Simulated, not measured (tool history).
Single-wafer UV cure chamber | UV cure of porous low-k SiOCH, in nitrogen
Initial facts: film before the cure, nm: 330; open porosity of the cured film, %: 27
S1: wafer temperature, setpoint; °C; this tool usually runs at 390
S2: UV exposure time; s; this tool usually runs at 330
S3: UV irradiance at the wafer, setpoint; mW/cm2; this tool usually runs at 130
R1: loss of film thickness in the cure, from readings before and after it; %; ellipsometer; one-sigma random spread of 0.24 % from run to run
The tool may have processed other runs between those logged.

| run | hour | S1 | S2 | S3 | R1 |
|---|---|---|---|---|---|
| 1 | 0 | 390 | 330 | 159 | 17.154 |
| 2 | 16.7 | 390 | 330 | 159 | 16.912 |
| 3 | 32.7 | 390 | 330 | 159 | 16.768 |
| 4 | 41.6 | 390 | 330 | 130 | 16.207 |
| 5 | 48.6 | 398 | 330 | 130 | 16.303 |
| 6 | 78.5 | 398 | 330 | 130 | 16.225 |
| 7 | 94.4 | 390 | 330 | 130 | 15.394 |
| 8 | 105.5 | 390 | 330 | 130 | 15.393 |
|  | 121.3 | quartz window cleaned |
| 9 | 121.8 | 390 | 330 | 130 | 16.067 |
| 10 | 127.8 | 396 | 195 | 130 | 13.648 |
| 11 | 142.1 | 382 | 330 | 141 | 16.44 |
|  | 151.3 | UV bulbs replaced |
| 12 | 151.8 | 390 | 330 | 130 | 16.085 |
| 13 | 167.7 | 383 | 155 | 99 | 10.86 |
| 14 | 207.1 | 390 | 330 | 130 | 16.21 |
| 15 | 222.4 | 396 | 185 | 168 | 14.049 |
| 16 | 236 | 390 | 330 | 110 | 14.926 |
| 17 | 244.8 | 390 | 430 | 130 | 16.639 |
|  | 264.9 | quartz window cleaned |
| 18 | 265.4 | 390 | 330 | 130 | 16.735 |

What if the next run were any one of these 5? Each begins from the tool's condition after run 18:
| A | 265.9 | 384 | 330 | 130 | ? |
| B | 265.9 | 390 | 510 | 95 | ? |
| C | 265.9 | 390 | 415 | 166 | ? |
| D | 265.9 | 379 | 330 | 130 | ? |
| E | 265.9 | 400 | 330 | 170 | ? |

| run | R1 |
|---|---|
| A | 16.041 |
| B | 16.796 |
| C | 18.632 |
| D | 15.936 |
| E | 17.763 |
With the hidden condition removed and each run's random variation left untouched, the same runs would have given:
| run | R1 |
|---|---|
| A | 16.116 |
| B | 16.872 |
| C | 18.707 |
| D | 16.011 |
| E | 17.839 |

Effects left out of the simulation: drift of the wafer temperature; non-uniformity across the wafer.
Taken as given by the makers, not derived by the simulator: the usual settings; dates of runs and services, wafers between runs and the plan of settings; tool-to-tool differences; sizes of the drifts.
